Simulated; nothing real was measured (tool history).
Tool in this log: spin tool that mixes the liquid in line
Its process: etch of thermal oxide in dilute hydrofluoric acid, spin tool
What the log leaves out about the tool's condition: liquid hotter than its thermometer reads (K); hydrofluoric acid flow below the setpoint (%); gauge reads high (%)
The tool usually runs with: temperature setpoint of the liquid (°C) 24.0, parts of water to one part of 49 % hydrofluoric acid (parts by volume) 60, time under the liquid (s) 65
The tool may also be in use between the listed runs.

run	hour	temperature setpoint of the liquid (°C)	parts of water to one part of 49 % hydrofluoric acid (parts by volume)	time under the liquid (s)	wafers since the last listed run	hours since the thermometer was replaced	hours since the hydrofluoric acid flow meter was replaced	hours since the gauge calibration	read-back film thickness of the thermal oxide reference wafer, read on the same gauge (nm)	thickness taken off the thermal oxide on a monitor wafer (nm)
1	0.0	24.0	60	65	0	1934.2	1269.7	184.6	80.03	5.63
2	6.4	24.0	60	65	68	1940.6	1276.1	191.0	79.99	5.66
# hour 13.2: gauge calibrated
3	21.2	26.5	60	65	157	1955.4	1290.9	8.0	79.97	6.19
4	29.6	26.5	60	65	89	1963.8	1299.3	16.4	80.01	6.22
5	40.2	26.5	60	65	112	1974.4	1309.9	27.0	79.95	6.23
6	47.1	24.0	60	65	73	1981.3	1316.8	33.9	80.02	5.63
7	64.2	24.0	60	65	181	1998.4	1333.9	51.0	80.05	5.65
8	74.2	24.0	60	65	106	2008.4	1343.9	61.0	80.00	5.64
9	82.9	24.0	60	80	92	2017.1	1352.6	69.7	80.03	6.92
10	96.8	24.0	60	80	147	2031.0	1366.5	83.6	80.02	6.93
11	103.6	24.0	60	65	72	2037.8	1373.3	90.4	80.01	5.62
12	111.9	24.0	60	65	88	2046.1	1381.6	98.7	80.02	5.66
# hour 113.7: thermometer replaced
13	124.1	24.0	60	65	119	10.4	1393.8	110.9	79.99	6.00
14	138.9	24.0	60	65	157	25.2	1408.6	125.7	79.99	6.00
15	154.3	24.0	60	65	163	40.6	1424.0	141.1	80.01	5.97
16	168.8	27.0	85	65	154	55.1	1438.5	155.6	79.98	4.63
# hour 170.6: thermometer replaced, repeated, since the last time left the tool worse
17	183.3	24.0	60	45	143	12.7	1453.0	170.1	80.00	3.66
18	196.1	28.0	50	45	136	25.5	1465.8	182.9	79.99	5.26
# hour 201.1: hydrofluoric acid flow meter replaced
19	207.5	22.0	90	100	110	36.9	6.4	194.3	79.99	4.86
# hour 211.4: gauge calibrated
20	223.5	24.0	60	65	170	52.9	22.4	12.1	80.03	5.32
21	231.4	21.5	35	80	84	60.8	30.3	20.0	80.01	10.48
22	246.7	24.0	85	80	162	76.1	45.6	35.3	79.98	4.46
23	256.3	27.5	60	85	102	85.7	55.2	44.9	79.99	7.93
24	272.7	24.0	60	65	174	102.1	71.6	61.3	79.99	5.28
25	287.4	24.0	60	65	156	116.8	86.3	76.0	79.98	5.32
26	301.5	29.0	90	95	150	130.9	100.4	90.1	80.02	6.03
27	313.2	24.0	60	65	124	142.6	112.1	101.8	80.01	5.35
28	319.5	24.0	60	105	67	148.9	118.4	108.1	79.97	8.63
29	328.6	24.0	60	65	96	158.0	127.5	117.2	80.03	5.32
30	335.8	24.0	60	65	76	165.2	134.7	124.4	79.97	5.32
31	348.2	24.0	50	65	131	177.6	147.1	136.8	80.02	6.49
32	361.8	24.0	60	65	144	191.2	160.7	150.4	79.98	5.38
33	368.1	24.0	75	95	67	197.5	167.0	156.7	79.99	6.13

Across each entry between runs, compare the hidden state at the last listed run before it with the hidden state at the first listed run after it:
Runs 2 to 3: gauge calibrated (hour 13.2)
  liquid hotter than its thermometer reads (K): 1.58 -> 1.6
  the result without the hidden state subtracted from the measured one, thickness taken off the thermal oxide on a monitor wafer (nm): +0.35 -> +0.38
Runs 12 to 13: thermometer replaced (hour 113.7)
  liquid hotter than its thermometer reads (K): 1.67 -> 3.21
  the result without the hidden state subtracted from the measured one, thickness taken off the thermal oxide on a monitor wafer (nm): +0.37 -> +0.73
Runs 16 to 17: thermometer replaced, repeated, since the last time left the tool worse (hour 170.6)
  liquid hotter than its thermometer reads (K): 3.25 -> 0.188
  the result without the hidden state subtracted from the measured one, thickness taken off the thermal oxide on a monitor wafer (nm): +0.54 -> +0.03
Runs 18 to 19: hydrofluoric acid flow meter replaced (hour 201.1)
  liquid hotter than its thermometer reads (K): 0.198 -> 0.207
  the result without the hidden state subtracted from the measured one, thickness taken off the thermal oxide on a monitor wafer (nm): +0.04 -> +0.04
Runs 19 to 20: gauge calibrated (hour 211.4)
  liquid hotter than its thermometer reads (K): 0.207 -> 0.22
  the result without the hidden state subtracted from the measured one, thickness taken off the thermal oxide on a monitor wafer (nm): +0.04 -> +0.05
